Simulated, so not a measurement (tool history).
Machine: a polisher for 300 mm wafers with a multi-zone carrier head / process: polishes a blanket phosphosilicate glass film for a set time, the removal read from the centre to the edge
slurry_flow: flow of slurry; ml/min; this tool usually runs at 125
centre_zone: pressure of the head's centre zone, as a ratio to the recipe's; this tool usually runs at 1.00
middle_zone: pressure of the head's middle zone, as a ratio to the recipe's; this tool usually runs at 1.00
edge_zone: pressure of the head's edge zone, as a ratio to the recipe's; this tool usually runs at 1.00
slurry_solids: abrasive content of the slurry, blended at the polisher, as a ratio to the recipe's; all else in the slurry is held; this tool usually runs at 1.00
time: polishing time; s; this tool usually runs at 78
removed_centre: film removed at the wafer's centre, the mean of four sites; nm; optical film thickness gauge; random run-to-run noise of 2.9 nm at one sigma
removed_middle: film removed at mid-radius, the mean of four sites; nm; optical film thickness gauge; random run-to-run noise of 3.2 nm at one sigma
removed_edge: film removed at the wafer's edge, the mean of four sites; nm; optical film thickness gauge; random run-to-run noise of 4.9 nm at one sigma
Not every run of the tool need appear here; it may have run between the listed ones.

| run | hour | slurry_flow | centre_zone | middle_zone | edge_zone | slurry_solids | time | incoming thickness of the incoming film, nm | removed_centre | removed_middle | removed_edge |
|---|---|---|---|---|---|---|---|---|---|---|---|
| 1 | 0.0 | 125 | 1.00 | 1.00 | 1.00 | 1.05 | 78 | 2821.4 | 375.1 | 364.9 | 388.5 |
| 2 | 47.3 | 125 | 0.96 | 1.00 | 1.00 | 1.15 | 78 | 2749.8 | 358.9 | 365.5 | 387.8 |
|  | 64.5 | slurry nozzle cleaned |
| 3 | 65.0 | 85 | 1.00 | 1.08 | 1.03 | 1.00 | 78 | 2783.8 | 339.9 | 358.4 | 354.2 |
|  | 77.9 | worn pad replaced by a new one |
| 4 | 81.6 | 125 | 1.00 | 0.92 | 1.00 | 1.10 | 78 | 2741.8 | 424.6 | 387.3 | 432.4 |
| 5 | 97.3 | 95 | 1.00 | 1.00 | 1.00 | 0.90 | 78 | 2802.8 | 350.3 | 348.9 | 372.9 |
| 6 | 104.2 | 125 | 1.00 | 1.00 | 1.00 | 1.00 | 78 | 2799.1 | 394.0 | 379.4 | 399.0 |
| 7 | 113.2 | 125 | 1.00 | 1.00 | 1.00 | 1.00 | 61 | 2750.6 | 304.6 | 298.6 | 315.8 |
| 8 | 130.0 | 105 | 1.00 | 1.00 | 1.11 | 1.20 | 103 | 2800.7 | 521.4 | 517.0 | 570.6 |
| 9 | 144.1 | 125 | 0.91 | 1.00 | 1.00 | 1.00 | 78 | 2834.8 | 352.4 | 366.1 | 384.5 |
| 10 | 151.0 | 125 | 1.00 | 1.00 | 1.00 | 1.00 | 78 | 2814.0 | 366.4 | 363.2 | 384.7 |
|  | 161.9 | edge zone pressure recalibrated |
| 11 | 165.9 | 145 | 0.92 | 0.89 | 1.00 | 0.80 | 78 | 2809.5 | 325.2 | 298.5 | 339.0 |
|  | 178.1 | worn pad replaced by a new one |
| 12 | 183.4 | 125 | 1.00 | 1.00 | 1.00 | 1.00 | 78 | 2791.7 | 383.2 | 375.6 | 404.7 |
| 13 | 192.9 | 125 | 0.90 | 0.93 | 1.00 | 0.70 | 78 | 2778.1 | 295.5 | 295.5 | 329.9 |
| 14 | 201.4 | 90 | 1.00 | 1.00 | 1.00 | 1.00 | 78 | 2791.9 | 339.8 | 339.0 | 374.4 |
| 15 | 216.5 | 125 | 1.00 | 1.00 | 1.00 | 1.00 | 78 | 2768.7 | 372.7 | 365.2 | 385.2 |
| 16 | 233.3 | 95 | 1.00 | 0.92 | 0.90 | 0.70 | 78 | 2747.1 | 281.2 | 257.5 | 287.5 |
| 17 | 243.9 | 125 | 1.00 | 1.03 | 1.00 | 1.25 | 78 | 2830.7 | 392.7 | 407.4 | 404.7 |
| 18 | 258.6 | 125 | 1.00 | 1.00 | 1.00 | 1.00 | 78 | 2727.5 | 357.4 | 347.1 | 371.3 |
| 19 | 272.1 | 125 | 1.06 | 1.00 | 0.91 | 1.00 | 78 | 2767.1 | 364.3 | 346.0 | 355.3 |
| 20 | 280.5 | 125 | 1.00 | 1.00 | 1.00 | 1.00 | 78 | 2756.6 | 349.3 | 340.4 | 358.8 |
|  | 284.6 | worn pad replaced by a new one |
| 21 | 288.9 | 150 | 1.00 | 1.00 | 1.00 | 1.00 | 78 | 2727.2 | 397.5 | 392.3 | 406.4 |
| 22 | 294.9 | 95 | 1.00 | 1.00 | 1.00 | 1.00 | 78 | 2730.7 | 341.3 | 340.8 | 371.0 |

4 ways to go on from here, each from the tool as it stands after run 22. What would each give?
| A | 295.3 | 125 | 1.00 | 1.00 | 1.04 | 1.00 | 78 | 2804.6 | ? | ? | ? |
| B | 295.3 | 165 | 1.03 | 0.94 | 1.00 | 1.00 | 57 | 2804.6 | ? | ? | ? |
| C | 295.3 | 125 | 0.92 | 0.91 | 1.06 | 1.00 | 78 | 2804.6 | ? | ? | ? |
| D | 295.3 | 125 | 1.00 | 1.00 | 1.00 | 0.85 | 96 | 2804.6 | ? | ? | ? |

| run | removed_centre | removed_middle | removed_edge |
|---|---|---|---|
| A | 380.5 | 366.2 | 397.6 |
| B | 305.1 | 271.2 | 299.2 |
| C | 361.7 | 338.5 | 401.3 |
| D | 433.8 | 417.6 | 446.2 |
What these runs would have given with no unlogged condition in the tool:
| run | removed_centre | removed_middle | removed_edge |
|---|---|---|---|
| A | 421.3 | 400.9 | 425.0 |
| B | 331.5 | 292.2 | 316.8 |
| C | 400.6 | 370.6 | 428.9 |
| D | 480.4 | 457.1 | 476.9 |

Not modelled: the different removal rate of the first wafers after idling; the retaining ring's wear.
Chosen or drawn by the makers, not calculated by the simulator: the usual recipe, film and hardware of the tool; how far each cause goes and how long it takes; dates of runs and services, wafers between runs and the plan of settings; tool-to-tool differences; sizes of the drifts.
